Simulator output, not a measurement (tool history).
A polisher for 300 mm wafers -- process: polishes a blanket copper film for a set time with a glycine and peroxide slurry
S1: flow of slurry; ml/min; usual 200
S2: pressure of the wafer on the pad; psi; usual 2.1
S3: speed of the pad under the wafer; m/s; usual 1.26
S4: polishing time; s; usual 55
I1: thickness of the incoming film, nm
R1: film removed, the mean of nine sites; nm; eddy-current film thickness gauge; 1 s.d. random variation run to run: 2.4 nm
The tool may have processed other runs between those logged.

run	hour	S1	S2	S3	S4	I1	R1
1	0.0	200	2.1	1.16	55	2120.7	290.4
2	29.2	200	1.7	1.26	55	2060.8	267.1
3	68.0	200	1.7	1.26	55	2065.3	262.7
4	132.0	200	1.7	1.26	55	2076.7	263.5
5	178.8	200	2.1	1.26	70	2068.0	380.9
6	228.3	200	2.1	1.26	70	2070.4	380.3
# hour 283.2: worn pad replaced by a new one
# hour 284.4: slurry nozzle cleaned
7	290.9	200	2.1	1.26	70	2042.4	408.0
# hour 325.5: head pressure recalibrated
8	333.9	220	2.1	1.26	55	2047.5	322.1
9	369.2	220	2.1	1.26	55	2086.9	317.2
10	399.2	165	2.1	1.26	55	2105.6	303.2
11	430.9	165	2.1	1.26	55	2094.4	302.0
12	501.5	250	2.1	1.26	55	2105.1	316.4
13	607.0	200	2.1	1.26	55	2058.0	305.3
14	632.4	200	2.1	1.26	55	2095.9	306.9
15	701.8	255	2.1	0.84	73	2113.9	320.6
# hour 729.2: slurry nozzle cleaned
16	740.8	230	2.1	0.94	46	2060.8	222.3
# hour 752.8: worn pad replaced by a new one
# hour 756.1: head pressure recalibrated
17	768.7	200	2.1	1.26	55	2048.2	318.6
18	823.8	200	2.1	1.16	55	2069.4	299.4
19	894.0	200	2.1	1.26	55	2109.3	310.6
20	948.2	170	2.1	1.60	55	2098.4	353.4
21	1002.0	200	2.5	0.94	69	2057.6	347.7
22	1053.6	145	2.7	1.44	55	2072.8	370.6
23	1088.9	225	2.1	1.26	55	2059.5	308.7
# hour 1117.0: slurry nozzle cleaned
24	1157.4	200	2.1	1.26	42	2099.5	245.5
# hour 1194.3: worn pad replaced by a new one
25	1194.8	200	2.1	1.26	42	2124.4	242.1
# hour 1256.7: head pressure recalibrated
26	1258.5	130	2.1	1.26	55	2103.4	282.7
27	1311.2	200	2.1	1.26	55	2116.2	305.2
28	1341.8	200	2.1	1.44	55	2082.4	336.4
29	1409.2	200	2.1	1.26	55	2098.9	303.3
30	1441.4	200	2.1	1.62	55	2047.4	364.6
31	1478.8	200	2.1	0.94	39	2044.7	176.0
# hour 1544.1: slurry nozzle cleaned
32	1549.5	200	1.6	1.42	55	2081.9	296.9
33	1592.4	200	2.1	1.26	55	2046.8	315.1
# hour 1614.7: worn pad replaced by a new one
34	1653.1	200	1.9	1.08	55	2080.9	261.0
35	1724.8	200	2.7	1.26	55	2063.5	365.9
# hour 1747.0: head pressure recalibrated
36	1786.2	200	2.1	1.26	55	2107.7	304.5

Each row is a separate what-if for the run after 36, all from the same tool condition, not one after another. Results?
A	1786.6	200	2.1	1.26	55	2107.3	?
B	1786.6	200	2.6	1.26	55	2107.3	?
C	1786.6	200	2.1	0.86	67	2107.3	?
D	1786.6	200	2.1	1.26	66	2107.3	?
E	1786.6	265	2.1	0.84	40	2107.3	?

run	R1
A	301.0
B	349.1
C	281.1
D	361.2
E	174.0
With no hidden state in the tool, these same runs would have given:
run	R1
A	321.6
B	372.9
C	300.3
D	385.9
E	182.8
